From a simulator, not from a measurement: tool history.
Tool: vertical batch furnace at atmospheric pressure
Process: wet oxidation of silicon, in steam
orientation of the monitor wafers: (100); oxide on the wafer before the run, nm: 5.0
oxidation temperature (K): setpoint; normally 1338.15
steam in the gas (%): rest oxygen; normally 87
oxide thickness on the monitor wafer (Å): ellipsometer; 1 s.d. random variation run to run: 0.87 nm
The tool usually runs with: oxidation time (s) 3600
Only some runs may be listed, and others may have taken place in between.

run   hour  oxidation temperature (K)  oxidation time (s)  steam in the gas (%)  wafers since the last listed run  hours since the last temperature calibration  hours since the steam generator was serviced  hours since the gauge calibration  read-back reference wafer on the same gauge, thickness  oxide thickness on the monitor wafer (Å)
  1      0                    1338.15                3600                    87                                 0                                          4025                                        1555.6                              519.1                                                  599.01                                    5528.8
  2   16.2                    1338.15                3600                    87                               344                                        4041.2                                        1571.8                              535.3                                                  598.89                                    5537.3
  3   32.5                    1338.15                3600                    87                               346                                        4057.5                                        1588.1                              551.6                                                  598.59                                    5532.5
  4   48.6                    1338.15                3600                    87                               342                                        4073.6                                        1604.2                              567.7                                                  598.99                                    5515.7
      86.8  -- thermocouples replaced and temperature profile calibrated
  5   87.3                    1338.15                3600                    87                               312                                           0.5                                        1642.9                              606.4                                                  599.58                                    5509.7
  6   91.4                    1338.15                3600                    87                                87                                           4.6                                          1647                              610.5                                                  598.98                                    5512.3
  7   95.6                    1338.15                3600                    87                                89                                           8.8                                        1651.2                              614.7                                                  599.28                                    5506.9
  8  104.7                    1338.15                4500                    92                               193                                          17.9                                        1660.3                              623.8                                                  599.37                                    6487.7
  9  113.4                    1338.15                4500                    92                               184                                          26.6                                          1669                              632.5                                                  598.66                                      6491
 10  127.6                    1338.15                3600                    95                               301                                          40.8                                        1683.2                              646.7                                                   598.9                                    5790.5
     135.4  -- gauge calibrated
 11  142.4                    1338.15                3600                    95                               314                                          55.6                                          1698                                  7                                                  598.97                                    5776.7
 12  153.7                    1338.15                3600                    87                               240                                          66.9                                        1709.3                               18.3                                                  599.18                                    5492.8
 13  161.3                    1338.15                3600                    87                               161                                          74.5                                        1716.9                               25.9                                                  599.39                                    5499.4
 14  177.4                    1338.15                3600                    87                               342                                          90.6                                          1733                                 42                                                  599.03                                    5501.6
 15  185.8                    1338.15                3600                    87                               178                                            99                                        1741.4                               50.4                                                  598.99                                    5499.3
 16  197.2                    1362.15                3600                    87                               242                                         110.4                                        1752.8                               61.8                                                  598.83                                    6113.1
 17  208.9                    1338.15                3600                    87                               248                                         122.1                                        1764.5                               73.5                                                  598.95                                    5479.6
 18  223.7                    1362.15                3600                    87                               314                                         136.9                                        1779.3                               88.3                                                  598.85                                      6091
 19  235.3                    1346.15                2790                    87                               246                                         148.5                                        1790.9                               99.9                                                  598.92                                    4881.9
 20  249.8                    1338.15                2820                    80                               308                                           163                                        1805.4                              114.4                                                   599.2                                    4480.8
 21  264.2                    1338.15                3600                    87                               305                                         177.4                                        1819.8                              128.8                                                  598.77                                    5457.5
 22  272.6                    1314.15                1980                    97                               178                                         185.8                                        1828.2                              137.2                                                  599.03                                    3516.4
 23    287                    1315.15                2700                    87                               305                                         200.2                                        1842.6                              151.6                                                  599.48                                    4022.8
 24  296.1                    1357.15                4440                    81                               193                                         209.3                                        1851.7                              160.7                                                  598.87                                    6439.2
 25  307.8                    1338.15                3600                    87                               248                                           221                                        1863.4                              172.4                                                  598.76                                    5439.5
       339  -- steam generator serviced
 26  339.5                    1357.15                5190                    76                               163                                         252.7                                           0.5                              204.1                                                  599.22                                    7178.3
 27  343.7                    1323.15                4260                    82                                89                                         256.9                                           4.7                              208.3                                                  598.89                                    5713.9
 28  347.8                    1338.15                3600                    87                                87                                           261                                           8.8                              212.4                                                  599.34                                    5774.4
 29  356.9                    1346.15                1830                    76                               193                                         270.1                                          17.9                              221.5                                                  598.97                                      3682
 30  368.5                    1330.15                4770                    76                               246                                         281.7                                          29.5                              233.1                                                  598.96                                    6058.1
 31  386.1                    1338.15                2790                    87                               373                                         299.3                                          47.1                              250.7                                                  598.83                                    4955.5
 32  392.2                    1352.15                4830                    94                               129                                         305.4                                          53.2                              256.8                                                  599.17                                    7615.3
 33  398.8                    1315.15                3600                    87                               140                                           312                                          59.8                              263.4                                                  599.08                                    5116.3
 34  415.9                    1346.15                1830                    76                               363                                         329.1                                          76.9                              280.5                                                  598.73                                    3693.3
 35  439.5                    1323.15                3600                    97                               501                                         352.7                                         100.5                              304.1                                                  598.96                                    5712.8
 36  451.8                    1345.15                3600                    80                               261                                           365                                         112.8                              316.4                                                  599.02                                    5690.1
 37  461.2                    1322.15                3600                    87                               199                                         374.4                                         122.2                              325.8                                                  599.15                                    5321.1

What was the tool's hidden state at every run in the log?
true tube temperature minus thermocouple reading, K: 0, the same for each run
gauge reads high (%): 0, the same for each run
H1: steam share off its setpoint, % of the setpoint
run       H1
  1    -6.79
  2    -6.92
  3    -7.05
  4    -7.18
  5     -7.5
  6    -7.54
  7    -7.57
  8    -7.65
  9    -7.72
 10    -7.84
 11    -7.97
 12    -8.07
 13    -8.14
 14    -8.28
 15    -8.35
 16    -8.45
 17    -8.56
 18    -8.69
 19     -8.8
 20    -8.93
 21    -9.06
 22    -9.14
 23    -9.28
 24    -9.36
 25    -9.47
 26  -0.0779
 27   -0.078
 28  -0.0781
 29  -0.0787
 30  -0.0801
 31  -0.0835
 32  -0.0851
 33   -0.087
 34   -0.093
 35   -0.104
 36    -0.11
 37   -0.116
